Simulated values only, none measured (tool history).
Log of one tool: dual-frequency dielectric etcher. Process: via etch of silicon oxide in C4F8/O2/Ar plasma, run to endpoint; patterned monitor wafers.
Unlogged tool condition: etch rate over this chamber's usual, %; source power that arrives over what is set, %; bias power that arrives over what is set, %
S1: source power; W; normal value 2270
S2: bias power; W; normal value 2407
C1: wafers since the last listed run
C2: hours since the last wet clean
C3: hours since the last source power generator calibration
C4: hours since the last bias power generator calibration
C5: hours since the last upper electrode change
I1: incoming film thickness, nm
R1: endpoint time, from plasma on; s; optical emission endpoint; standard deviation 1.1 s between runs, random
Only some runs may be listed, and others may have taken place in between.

{"run": 1, "day": 0.0, "S1": 2270, "S2": 2407, "C1": 0, "C2": 358.7, "C3": 718.0, "C4": 3635.3, "C5": 2742.3, "I1": 1794.0, "R1": 377.8}
{"day": 5.575, "done": "wet clean of the chamber"}
{"run": 2, "day": 8.458, "S1": 2150, "S2": 2407, "C1": 517, "C2": 69.2, "C3": 921.0, "C4": 3838.3, "C5": 2945.3, "I1": 1765.8, "R1": 385.0}
{"run": 3, "day": 12.796, "S1": 2150, "S2": 2407, "C1": 300, "C2": 173.3, "C3": 1025.1, "C4": 3942.4, "C5": 3049.4, "I1": 1807.1, "R1": 392.7}
{"run": 4, "day": 16.638, "S1": 1880, "S2": 2407, "C1": 266, "C2": 265.5, "C3": 1117.3, "C4": 4034.6, "C5": 3141.6, "I1": 1793.8, "R1": 423.1}
{"run": 5, "day": 20.304, "S1": 1880, "S2": 2407, "C1": 254, "C2": 353.5, "C3": 1205.3, "C4": 4122.6, "C5": 3229.6, "I1": 1788.6, "R1": 420.7}
{"run": 6, "day": 22.225, "S1": 2270, "S2": 2407, "C1": 133, "C2": 399.6, "C3": 1251.4, "C4": 4168.7, "C5": 3275.7, "I1": 1782.3, "R1": 377.3}
{"day": 25.925, "done": "wet clean of the chamber"}
{"run": 7, "day": 26.092, "S1": 2270, "S2": 2407, "C1": 198, "C2": 4.0, "C3": 1344.2, "C4": 4261.5, "C5": 3368.5, "I1": 1793.5, "R1": 378.7}
{"run": 8, "day": 29.654, "S1": 2270, "S2": 2407, "C1": 247, "C2": 89.5, "C3": 1429.7, "C4": 4347.0, "C5": 3454.0, "I1": 1778.7, "R1": 380.4}
{"run": 9, "day": 31.638, "S1": 2270, "S2": 2407, "C1": 137, "C2": 137.1, "C3": 1477.3, "C4": 4394.6, "C5": 3501.6, "I1": 1798.6, "R1": 381.9}
{"run": 10, "day": 35.529, "S1": 2270, "S2": 2580, "C1": 269, "C2": 230.5, "C3": 1570.7, "C4": 4488.0, "C5": 3595.0, "I1": 1793.5, "R1": 374.9}
{"day": 36.362, "done": "source power generator calibrated"}
{"run": 11, "day": 39.308, "S1": 2270, "S2": 2580, "C1": 250, "C2": 321.2, "C3": 70.7, "C4": 4578.7, "C5": 3685.7, "I1": 1790.1, "R1": 364.9}
{"day": 39.521, "done": "bias power generator calibrated"}
{"run": 12, "day": 41.475, "S1": 2270, "S2": 2407, "C1": 138, "C2": 373.2, "C3": 122.7, "C4": 46.9, "C5": 3737.7, "I1": 1794.9, "R1": 374.1}
{"run": 13, "day": 43.229, "S1": 2270, "S2": 2407, "C1": 121, "C2": 415.3, "C3": 164.8, "C4": 89.0, "C5": 3779.8, "I1": 1784.7, "R1": 373.6}
{"run": 14, "day": 45.925, "S1": 2270, "S2": 2407, "C1": 186, "C2": 480.0, "C3": 229.5, "C4": 153.7, "C5": 3844.5, "I1": 1778.6, "R1": 373.7}
{"day": 47.704, "done": "wet clean of the chamber"}
{"run": 15, "day": 48.154, "S1": 2270, "S2": 2407, "C1": 85, "C2": 10.8, "C3": 283.0, "C4": 207.2, "C5": 3898.0, "I1": 1802.6, "R1": 376.8}
{"run": 16, "day": 51.846, "S1": 2760, "S2": 2407, "C1": 255, "C2": 99.4, "C3": 371.6, "C4": 295.8, "C5": 3986.6, "I1": 1785.3, "R1": 339.0}
{"run": 17, "day": 54.958, "S1": 1720, "S2": 2145, "C1": 215, "C2": 174.1, "C3": 446.3, "C4": 370.5, "C5": 4061.3, "I1": 1802.0, "R1": 460.1}
{"day": 57.108, "done": "upper electrode replaced"}
{"run": 18, "day": 57.129, "S1": 2810, "S2": 2125, "C1": 81, "C2": 226.2, "C3": 498.4, "C4": 422.6, "C5": 0.5, "I1": 1795.2, "R1": 350.5}
{"run": 19, "day": 59.658, "S1": 2080, "S2": 2199, "C1": 175, "C2": 286.9, "C3": 559.1, "C4": 483.3, "C5": 61.2, "I1": 1786.9, "R1": 402.7}
{"run": 20, "day": 63.45, "S1": 2270, "S2": 2210, "C1": 262, "C2": 377.9, "C3": 650.1, "C4": 574.3, "C5": 152.2, "I1": 1807.9, "R1": 392.2}
{"run": 21, "day": 66.346, "S1": 1710, "S2": 2407, "C1": 200, "C2": 447.4, "C3": 719.6, "C4": 643.8, "C5": 221.7, "I1": 1792.9, "R1": 440.5}
{"run": 22, "day": 68.283, "S1": 2490, "S2": 2407, "C1": 134, "C2": 493.9, "C3": 766.1, "C4": 690.3, "C5": 268.2, "I1": 1781.7, "R1": 355.1}
{"day": 69.975, "done": "wet clean of the chamber"}
{"run": 23, "day": 70.338, "S1": 2530, "S2": 2907, "C1": 73, "C2": 8.7, "C3": 815.4, "C4": 739.6, "C5": 317.5, "I1": 1811.7, "R1": 334.7}
{"run": 24, "day": 72.333, "S1": 2270, "S2": 2407, "C1": 138, "C2": 56.6, "C3": 863.3, "C4": 787.5, "C5": 365.4, "I1": 1792.5, "R1": 377.1}
{"run": 25, "day": 74.962, "S1": 1860, "S2": 2969, "C1": 182, "C2": 119.7, "C3": 926.4, "C4": 850.6, "C5": 428.5, "I1": 1792.8, "R1": 390.8}
{"run": 26, "day": 79.021, "S1": 2270, "S2": 2407, "C1": 281, "C2": 217.1, "C3": 1023.8, "C4": 948.0, "C5": 525.9, "I1": 1804.3, "R1": 381.7}
{"run": 27, "day": 81.942, "S1": 2150, "S2": 2407, "C1": 202, "C2": 287.2, "C3": 1093.9, "C4": 1018.1, "C5": 596.0, "I1": 1802.5, "R1": 393.1}
{"run": 28, "day": 85.425, "S1": 2270, "S2": 2407, "C1": 241, "C2": 370.8, "C3": 1177.5, "C4": 1101.7, "C5": 679.6, "I1": 1779.9, "R1": 375.1}
{"run": 29, "day": 87.538, "S1": 2490, "S2": 2584, "C1": 146, "C2": 421.5, "C3": 1228.2, "C4": 1152.4, "C5": 730.3, "I1": 1790.2, "R1": 351.0}

Forecast each of these 4 alternatives for the next run:
{"run": "A", "day": 87.558, "S1": 2040, "S2": 2407, "C1": 1, "C2": 422.0, "C3": 1228.7, "C4": 1152.9, "C5": 730.8, "I1": 1788.6, "R1": "?"}
{"run": "B", "day": 87.558, "S1": 2690, "S2": 1877, "C1": 1, "C2": 422.0, "C3": 1228.7, "C4": 1152.9, "C5": 730.8, "I1": 1788.6, "R1": "?"}
{"run": "C", "day": 87.558, "S1": 2680, "S2": 1984, "C1": 1, "C2": 422.0, "C3": 1228.7, "C4": 1152.9, "C5": 730.8, "I1": 1788.6, "R1": "?"}
{"run": "D", "day": 87.558, "S1": 2790, "S2": 2836, "C1": 1, "C2": 422.0, "C3": 1228.7, "C4": 1152.9, "C5": 730.8, "I1": 1788.6, "R1": "?"}

run=A R1=402.6
run=B R1=378.3
run=C R1=371.8
run=D R1=321.5
Without the tool's hidden state the same runs would have given:
run=A R1=397.7
run=B R1=373.5
run=C R1=367.2
run=D R1=317.6
